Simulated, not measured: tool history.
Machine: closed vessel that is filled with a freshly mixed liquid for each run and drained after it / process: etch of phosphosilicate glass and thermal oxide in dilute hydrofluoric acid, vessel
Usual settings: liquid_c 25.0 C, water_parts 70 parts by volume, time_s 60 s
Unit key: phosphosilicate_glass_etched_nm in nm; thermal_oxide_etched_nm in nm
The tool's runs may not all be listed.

run	hour	liquid_c	water_parts	time_s	read-back film thickness of the phosphosilicate glass reference wafer, read on the same gauge (nm)	read-back film thickness of the thermal oxide reference wafer, read on the same gauge (nm)	phosphosilicate_glass_etched_nm	thermal_oxide_etched_nm
1	0.0	26.5	70	60	150.01	69.971	87.89	4.020
2	13.1	26.5	70	60	149.97	69.983	87.75	4.007
3	28.7	26.5	70	60	149.98	69.973	88.20	3.969
4	43.5	25.0	70	60	150.04	69.990	82.48	3.768
5	52.0	25.0	70	60	150.04	70.032	82.07	3.803
6	63.6	25.0	70	60	149.99	69.995	82.95	3.757
7	72.7	25.0	70	85	149.99	69.990	117.27	5.277
8	84.0	25.0	70	60	150.00	69.974	82.37	3.789
# hour 96.9: gauge calibrated
9	108.8	25.0	70	60	150.00	69.996	82.18	3.707
10	116.0	25.0	70	60	150.00	69.991	82.31	3.754
11	128.4	29.0	70	35	150.01	69.971	56.03	2.517
12	139.9	29.0	70	35	150.01	69.969	55.46	2.550
# hour 153.6: thermometer replaced
13	154.1	29.0	45	85	149.98	70.016	218.35	10.057

What does the tool deliver on the next run?
14	160.3	25.0	70	60	?	?	?	?

Run 14 measured read-back film thickness of the phosphosilicate glass reference wafer, read on the same gauge (nm) 149.99, read-back film thickness of the thermal oxide reference wafer, read on the same gauge (nm) 70.012, phosphosilicate_glass_etched_nm 81.83 nm, thermal_oxide_etched_nm 3.707 nm.
Minus the tool's unlogged condition, the same run would have read phosphosilicate_glass_etched_nm 92.68 nm, thermal_oxide_etched_nm 4.198 nm.

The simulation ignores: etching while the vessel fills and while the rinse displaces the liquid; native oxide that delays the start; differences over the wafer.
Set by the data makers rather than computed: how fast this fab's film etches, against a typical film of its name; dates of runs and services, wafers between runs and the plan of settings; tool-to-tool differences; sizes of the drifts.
